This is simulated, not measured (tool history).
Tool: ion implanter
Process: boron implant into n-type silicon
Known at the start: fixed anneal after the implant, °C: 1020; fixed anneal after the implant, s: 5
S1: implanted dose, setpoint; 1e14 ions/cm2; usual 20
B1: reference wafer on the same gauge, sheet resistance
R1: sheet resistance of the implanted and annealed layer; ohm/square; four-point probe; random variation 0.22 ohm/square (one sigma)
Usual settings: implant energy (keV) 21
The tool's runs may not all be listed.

{"run": 1, "hour": 0.0, "S1": 23.95, "implant energy (keV)": 21, "B1": 75.69, "R1": 73.51}
{"run": 2, "hour": 59.2, "S1": 22.9, "implant energy (keV)": 23.5, "B1": 75.75, "R1": 72.53}
{"run": 3, "hour": 304.9, "S1": 20, "implant energy (keV)": 21, "B1": 75.7, "R1": 79.87}
{"run": 4, "hour": 557.2, "S1": 20, "implant energy (keV)": 23, "B1": 75.67, "R1": 77.99}
{"run": 5, "hour": 634.3, "S1": 20, "implant energy (keV)": 23, "B1": 75.71, "R1": 78.22}
{"run": 6, "hour": 676.7, "S1": 20, "implant energy (keV)": 24, "B1": 75.71, "R1": 78.19}
{"run": 7, "hour": 735.3, "S1": 20, "implant energy (keV)": 24, "B1": 75.69, "R1": 78.11}
{"run": 8, "hour": 828.3, "S1": 22.15, "implant energy (keV)": 21, "B1": 75.69, "R1": 76.24}
{"run": 9, "hour": 885.2, "S1": 22.15, "implant energy (keV)": 21, "B1": 75.71, "R1": 76.7}
{"run": 10, "hour": 945.1, "S1": 22.15, "implant energy (keV)": 21, "B1": 75.71, "R1": 76.58}
{"hour": 1030.0, "done": "extraction supply calibrated"}
{"run": 11, "hour": 1030.5, "S1": 23, "implant energy (keV)": 21, "B1": 75.73, "R1": 75.44}
{"run": 12, "hour": 1067.7, "S1": 16.74, "implant energy (keV)": 23.5, "B1": 75.69, "R1": 87.37}
{"run": 13, "hour": 1155.9, "S1": 16.74, "implant energy (keV)": 23.5, "B1": 75.68, "R1": 87.86}
{"run": 14, "hour": 1239.4, "S1": 20, "implant energy (keV)": 21, "B1": 75.73, "R1": 80.74}
{"run": 15, "hour": 1297.9, "S1": 20, "implant energy (keV)": 21, "B1": 75.73, "R1": 81.17}
{"run": 16, "hour": 1351.4, "S1": 20, "implant energy (keV)": 18.5, "B1": 75.72, "R1": 84.19}
{"hour": 1565.9, "done": "Faraday cup replaced and dose calibrated"}
{"hour": 1574.3, "done": "gauge calibrated"}
{"run": 17, "hour": 1647.0, "S1": 22.85, "implant energy (keV)": 24.5, "B1": 75.71, "R1": 71.51}
{"run": 18, "hour": 1742.6, "S1": 23.62, "implant energy (keV)": 15.5, "B1": 75.72, "R1": 82.77}
{"run": 19, "hour": 1785.8, "S1": 23.38, "implant energy (keV)": 21, "B1": 75.73, "R1": 74.03}
{"run": 20, "hour": 1841.6, "S1": 21.54, "implant energy (keV)": 17, "B1": 75.68, "R1": 82.46}
{"run": 21, "hour": 1920.5, "S1": 14.34, "implant energy (keV)": 15, "B1": 75.68, "R1": 104.31}
{"run": 22, "hour": 1975.3, "S1": 20, "implant energy (keV)": 26, "B1": 75.73, "R1": 76.01}
{"run": 23, "hour": 2037.4, "S1": 22.4, "implant energy (keV)": 15.5, "B1": 75.71, "R1": 84.88}
{"run": 24, "hour": 2266.7, "S1": 14.72, "implant energy (keV)": 16, "B1": 75.66, "R1": 101.23}
{"run": 25, "hour": 2335.2, "S1": 20, "implant energy (keV)": 21, "B1": 75.69, "R1": 80.07}
{"run": 26, "hour": 2431.3, "S1": 20, "implant energy (keV)": 21, "B1": 75.67, "R1": 80}
{"run": 27, "hour": 2501.9, "S1": 15.63, "implant energy (keV)": 14.5, "B1": 75.73, "R1": 101.87}
{"run": 28, "hour": 2601.9, "S1": 20, "implant energy (keV)": 21, "B1": 75.64, "R1": 80.16}
{"run": 29, "hour": 2706.7, "S1": 22.87, "implant energy (keV)": 24, "B1": 75.71, "R1": 72.95}
{"run": 30, "hour": 2793.2, "S1": 21.96, "implant energy (keV)": 23.5, "B1": 75.66, "R1": 74.7}
{"run": 31, "hour": 2894.8, "S1": 18.05, "implant energy (keV)": 14, "B1": 75.71, "R1": 96.55}
{"run": 32, "hour": 2967.8, "S1": 23, "implant energy (keV)": 21, "B1": 75.69, "R1": 75.87}

The next listed run, before its measurement:
{"run": 33, "hour": 3066.4, "S1": 16.66, "implant energy (keV)": 24.5, "B1": "?", "R1": "?"}

B1: 75.71
R1: 87.79 ohm/square
Without the tool's hidden state the same run would have given R1 85.42 ohm/square.

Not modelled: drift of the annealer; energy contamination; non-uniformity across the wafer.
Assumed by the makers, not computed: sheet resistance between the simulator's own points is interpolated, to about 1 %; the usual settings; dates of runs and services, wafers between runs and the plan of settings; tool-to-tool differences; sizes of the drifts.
